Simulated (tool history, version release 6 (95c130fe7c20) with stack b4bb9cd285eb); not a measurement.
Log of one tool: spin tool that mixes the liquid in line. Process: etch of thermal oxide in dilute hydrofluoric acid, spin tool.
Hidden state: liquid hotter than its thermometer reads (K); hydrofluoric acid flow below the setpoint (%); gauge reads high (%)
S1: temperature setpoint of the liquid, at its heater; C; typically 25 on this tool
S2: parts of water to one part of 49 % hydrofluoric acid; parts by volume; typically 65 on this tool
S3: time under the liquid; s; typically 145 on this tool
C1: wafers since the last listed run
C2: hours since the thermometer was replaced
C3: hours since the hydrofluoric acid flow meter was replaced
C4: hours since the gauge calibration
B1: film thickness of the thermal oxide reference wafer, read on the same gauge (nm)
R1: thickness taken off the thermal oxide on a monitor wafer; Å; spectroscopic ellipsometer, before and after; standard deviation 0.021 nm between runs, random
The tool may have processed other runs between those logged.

run    day    S1  S2   S3   C1      C2     C3     C4     B1     R1
  1      0    25  45  145    0  2226.4  818.9  145.5     90  160.8
  2  0.646    25  45  145  168  2241.9  834.4    161  89.99    161
  3   1.35    25  65  145  183  2258.8  851.3  177.9  90.03  107.5
  4  1.721    25  65  145   96  2267.7  860.2  186.8  90.03  107.8
  5  2.342    25  65  145  161  2282.6  875.1  201.7  89.94  107.8
  6  3.025  27.5  65   80  177    2299  891.5  218.1  89.99   65.5
  7  3.729  27.5  65   80  183  2315.9  908.4    235     90   65.5
  8  4.012    25  65  145   73  2322.7  915.2  241.8  89.96  107.5
  9  4.429    25  65  145  108  2332.7  925.2  251.8  90.01  107.8
     4.829  -- thermometer replaced
 10  4.971    25  65  145  130     3.4  938.2  264.8  90.01   97.7
 11  5.554    29  90  115  151    17.4  952.2  278.8  89.99   62.9
     5.738  -- gauge calibrated
 12  6.125  29.5  85  190  148    31.1  965.9    9.3  89.97  112.9
 13  6.421  28.5  45  190   77    38.2    973   16.4     90  218.5
 14   6.95    21  55  120  137    50.9  985.7   29.1  89.98   82.1
     7.004  -- hydrofluoric acid flow meter replaced
 15  7.433  28.5  45  190  115    62.5   10.3   40.7  89.99  231.6
 16  7.704    25  65  145   70      69   16.8   47.2  90.01  103.6
 17  8.312    25  65  145  158    83.6   31.4   61.8  90.01  103.2
 18  8.675  28.5  35  205   94    92.3   40.1   70.5  89.99  326.7
 19    9.2    29  50  175  136   104.9   52.7   83.1  89.98  194.2
 20   9.85    25  65   80  169   120.5   68.3   98.7  90.01     57

Entry by entry between the runs, the difference in hidden state between the last listed run before and the first listed run after:
Logged between run 9 and run 10: thermometer replaced (day 4.829)
  liquid hotter than its thermometer reads (K): 2.74 -> 0.306; hydrofluoric acid flow below the setpoint (%): 6.79 -> 6.88
  measured less the result without the state, R1: +3.4 -> -6.6 Å
Logged between run 11 and run 12: gauge calibrated (day 5.738)
  liquid hotter than its thermometer reads (K): 0.321 -> 0.336; hydrofluoric acid flow below the setpoint (%): 6.98 -> 7.08
  measured less the result without the state, R1: -4.5 -> -8.2 Å
Logged between run 14 and run 15: hydrofluoric acid flow meter replaced (day 7.004)
  liquid hotter than its thermometer reads (K): 0.358 -> 0.37; hydrofluoric acid flow below the setpoint (%): 7.23 -> 1.95
  measured less the result without the state, R1: -5.5 -> -1.5 Å
